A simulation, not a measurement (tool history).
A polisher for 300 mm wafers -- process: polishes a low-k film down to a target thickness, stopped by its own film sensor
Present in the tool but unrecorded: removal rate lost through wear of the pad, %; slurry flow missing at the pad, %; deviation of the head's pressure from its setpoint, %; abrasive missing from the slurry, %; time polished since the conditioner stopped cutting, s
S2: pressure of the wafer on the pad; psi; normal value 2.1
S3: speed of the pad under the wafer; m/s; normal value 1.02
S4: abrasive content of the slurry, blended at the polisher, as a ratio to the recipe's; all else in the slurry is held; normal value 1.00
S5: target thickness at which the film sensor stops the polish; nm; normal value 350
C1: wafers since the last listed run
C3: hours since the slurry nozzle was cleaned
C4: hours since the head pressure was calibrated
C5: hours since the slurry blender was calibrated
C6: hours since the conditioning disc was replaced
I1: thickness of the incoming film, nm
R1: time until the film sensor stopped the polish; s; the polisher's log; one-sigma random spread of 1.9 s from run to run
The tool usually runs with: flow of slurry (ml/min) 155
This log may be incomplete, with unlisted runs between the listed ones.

{"run": 1, "hour": 0.0, "flow of slurry (ml/min)": 200, "S2": 2.1, "S3": 1.02, "S4": 0.9, "S5": 350, "C1": 0, "wafers polished on this pad": 1055, "C3": 145.7, "C4": 399.3, "C5": 212.3, "C6": 504.9, "I1": 420.3, "R1": 152.8}
{"run": 2, "hour": 88.6, "flow of slurry (ml/min)": 200, "S2": 2.1, "S3": 1.02, "S4": 0.9, "S5": 350, "C1": 430, "wafers polished on this pad": 1486, "C3": 234.3, "C4": 487.9, "C5": 300.9, "C6": 593.5, "I1": 417.2, "R1": 147.5}
{"hour": 105.5, "done": "conditioning disc replaced and pad reconditioned"}
{"hour": 134.4, "done": "head pressure recalibrated, repeated, since the last time left the tool worse"}
{"run": 3, "hour": 180.2, "flow of slurry (ml/min)": 170, "S2": 1.7, "S3": 1.02, "S4": 1.0, "S5": 350, "C1": 426, "wafers polished on this pad": 1912, "C3": 325.9, "C4": 45.8, "C5": 392.5, "C6": 74.7, "I1": 412.9, "R1": 181.3}
{"run": 4, "hour": 240.3, "flow of slurry (ml/min)": 170, "S2": 1.7, "S3": 1.02, "S4": 1.0, "S5": 350, "C1": 292, "wafers polished on this pad": 2205, "C3": 386.0, "C4": 105.9, "C5": 452.6, "C6": 134.8, "I1": 419.4, "R1": 203.5}
{"run": 5, "hour": 303.5, "flow of slurry (ml/min)": 205, "S2": 2.1, "S3": 0.9, "S4": 1.0, "S5": 350, "C1": 307, "wafers polished on this pad": 2512, "C3": 449.2, "C4": 169.1, "C5": 515.8, "C6": 198.0, "I1": 416.2, "R1": 161.7}
{"run": 6, "hour": 378.7, "flow of slurry (ml/min)": 115, "S2": 2.1, "S3": 1.32, "S4": 1.0, "S5": 364, "C1": 365, "wafers polished on this pad": 2878, "C3": 524.4, "C4": 244.3, "C5": 591.0, "C6": 273.2, "I1": 415.4, "R1": 114.3}
{"hour": 411.5, "done": "worn pad replaced by a new one"}
{"run": 7, "hour": 453.7, "flow of slurry (ml/min)": 155, "S2": 1.9, "S3": 1.02, "S4": 1.0, "S5": 366, "C1": 345, "wafers polished on this pad": 205, "C3": 599.4, "C4": 319.3, "C5": 666.0, "C6": 348.2, "I1": 415.1, "R1": 128.0}
{"hour": 461.2, "done": "slurry blender recalibrated"}
{"hour": 478.9, "done": "slurry nozzle cleaned"}
{"run": 8, "hour": 537.8, "flow of slurry (ml/min)": 155, "S2": 2.1, "S3": 1.02, "S4": 1.0, "S5": 350, "C1": 394, "wafers polished on this pad": 599, "C3": 58.9, "C4": 403.4, "C5": 76.6, "C6": 432.3, "I1": 413.4, "R1": 150.4}
{"run": 9, "hour": 590.6, "flow of slurry (ml/min)": 155, "S2": 2.1, "S3": 1.02, "S4": 1.0, "S5": 350, "C1": 256, "wafers polished on this pad": 856, "C3": 111.7, "C4": 456.2, "C5": 129.4, "C6": 485.1, "I1": 420.3, "R1": 165.8}
{"run": 10, "hour": 641.1, "flow of slurry (ml/min)": 155, "S2": 2.1, "S3": 1.02, "S4": 1.0, "S5": 350, "C1": 245, "wafers polished on this pad": 1101, "C3": 162.2, "C4": 506.7, "C5": 179.9, "C6": 535.6, "I1": 423.0, "R1": 174.0}
{"run": 11, "hour": 719.0, "flow of slurry (ml/min)": 210, "S2": 2.1, "S3": 1.02, "S4": 1.0, "S5": 350, "C1": 378, "wafers polished on this pad": 1480, "C3": 240.1, "C4": 584.6, "C5": 257.8, "C6": 613.5, "I1": 414.3, "R1": 143.4}
{"run": 12, "hour": 824.1, "flow of slurry (ml/min)": 155, "S2": 2.1, "S3": 1.02, "S4": 1.0, "S5": 350, "C1": 511, "wafers polished on this pad": 1991, "C3": 345.2, "C4": 689.7, "C5": 362.9, "C6": 718.6, "I1": 422.4, "R1": 169.5}
{"hour": 830.0, "done": "conditioning disc replaced and pad reconditioned"}
{"run": 13, "hour": 919.1, "flow of slurry (ml/min)": 185, "S2": 2.1, "S3": 1.02, "S4": 1.0, "S5": 350, "C1": 452, "wafers polished on this pad": 2444, "C3": 440.2, "C4": 784.7, "C5": 457.9, "C6": 89.1, "I1": 421.3, "R1": 160.9}
{"run": 14, "hour": 1004.8, "flow of slurry (ml/min)": 115, "S2": 1.8, "S3": 0.68, "S4": 1.25, "S5": 350, "C1": 416, "wafers polished on this pad": 2860, "C3": 525.9, "C4": 870.4, "C5": 543.6, "C6": 174.8, "I1": 419.5, "R1": 226.9}
{"hour": 1018.7, "done": "worn pad replaced by a new one"}
{"run": 15, "hour": 1089.4, "flow of slurry (ml/min)": 155, "S2": 2.1, "S3": 1.36, "S4": 1.3, "S5": 356, "C1": 391, "wafers polished on this pad": 344, "C3": 610.5, "C4": 955.0, "C5": 628.2, "C6": 259.4, "I1": 428.1, "R1": 131.8}
{"hour": 1093.5, "done": "head pressure recalibrated"}
{"hour": 1100.5, "done": "slurry blender recalibrated"}
{"hour": 1117.4, "done": "slurry nozzle cleaned"}
{"run": 16, "hour": 1197.2, "flow of slurry (ml/min)": 170, "S2": 1.7, "S3": 1.02, "S4": 1.0, "S5": 350, "C1": 499, "wafers polished on this pad": 843, "C3": 79.8, "C4": 103.7, "C5": 96.7, "C6": 367.2, "I1": 427.6, "R1": 231.7}
{"run": 17, "hour": 1254.5, "flow of slurry (ml/min)": 135, "S2": 2.1, "S3": 1.02, "S4": 1.0, "S5": 350, "C1": 278, "wafers polished on this pad": 1122, "C3": 137.1, "C4": 161.0, "C5": 154.0, "C6": 424.5, "I1": 427.5, "R1": 190.3}
{"run": 18, "hour": 1352.7, "flow of slurry (ml/min)": 115, "S2": 1.6, "S3": 0.78, "S4": 1.0, "S5": 350, "C1": 477, "wafers polished on this pad": 1600, "C3": 235.3, "C4": 259.2, "C5": 252.2, "C6": 522.7, "I1": 422.2, "R1": 269.1}
{"run": 19, "hour": 1412.2, "flow of slurry (ml/min)": 135, "S2": 2.1, "S3": 0.68, "S4": 0.8, "S5": 330, "C1": 289, "wafers polished on this pad": 1889, "C3": 294.8, "C4": 318.7, "C5": 311.7, "C6": 582.2, "I1": 427.5, "R1": 319.4}
{"hour": 1469.3, "done": "conditioning disc replaced and pad reconditioned"}
{"run": 20, "hour": 1480.7, "flow of slurry (ml/min)": 105, "S2": 1.9, "S3": 1.02, "S4": 1.0, "S5": 350, "C1": 323, "wafers polished on this pad": 2213, "C3": 363.3, "C4": 387.2, "C5": 380.2, "C6": 11.4, "I1": 423.5, "R1": 210.2}
{"run": 21, "hour": 1556.9, "flow of slurry (ml/min)": 155, "S2": 2.1, "S3": 0.74, "S4": 1.0, "S5": 350, "C1": 370, "wafers polished on this pad": 2583, "C3": 439.5, "C4": 463.4, "C5": 456.4, "C6": 87.6, "I1": 421.2, "R1": 199.2}
{"run": 22, "hour": 1604.2, "flow of slurry (ml/min)": 170, "S2": 2.5, "S3": 0.72, "S4": 1.0, "S5": 350, "C1": 230, "wafers polished on this pad": 2813, "C3": 486.8, "C4": 510.7, "C5": 503.7, "C6": 134.9, "I1": 427.6, "R1": 173.6}
{"hour": 1627.9, "done": "worn pad replaced by a new one"}
{"hour": 1665.6, "done": "slurry blender recalibrated"}
{"run": 23, "hour": 1679.9, "flow of slurry (ml/min)": 155, "S2": 2.1, "S3": 1.02, "S4": 1.0, "S5": 350, "C1": 338, "wafers polished on this pad": 243, "C3": 562.5, "C4": 586.4, "C5": 14.3, "C6": 210.6, "I1": 425.0, "R1": 175.4}
{"run": 24, "hour": 1748.1, "flow of slurry (ml/min)": 140, "S2": 2.4, "S3": 1.02, "S4": 1.0, "S5": 350, "C1": 331, "wafers polished on this pad": 574, "C3": 630.7, "C4": 654.6, "C5": 82.5, "C6": 278.8, "I1": 417.0, "R1": 140.7}
{"run": 25, "hour": 1845.2, "flow of slurry (ml/min)": 120, "S2": 2.1, "S3": 1.14, "S4": 0.85, "S5": 366, "C1": 472, "wafers polished on this pad": 1046, "C3": 727.8, "C4": 751.7, "C5": 179.6, "C6": 375.9, "I1": 419.1, "R1": 132.9}

Results per run with the tool's hidden condition removed, run-to-run variation unchanged:
run=1 R1=173.6
run=2 R1=168.2
run=3 R1=183.2
run=4 R1=207.5
run=5 R1=166.2
run=6 R1=118.4
run=7 R1=133.3
run=8 R1=157.6
run=9 R1=174.2
run=10 R1=183.1
run=11 R1=151.4
run=12 R1=179.5
run=13 R1=170.7
run=14 R1=241.0
run=15 R1=140.1
run=16 R1=234.8
run=17 R1=194.2
run=18 R1=277.4
run=19 R1=330.8
run=20 R1=218.7
run=21 R1=208.0
run=22 R1=181.7
run=23 R1=184.0
run=24 R1=148.0
run=25 R1=140.1
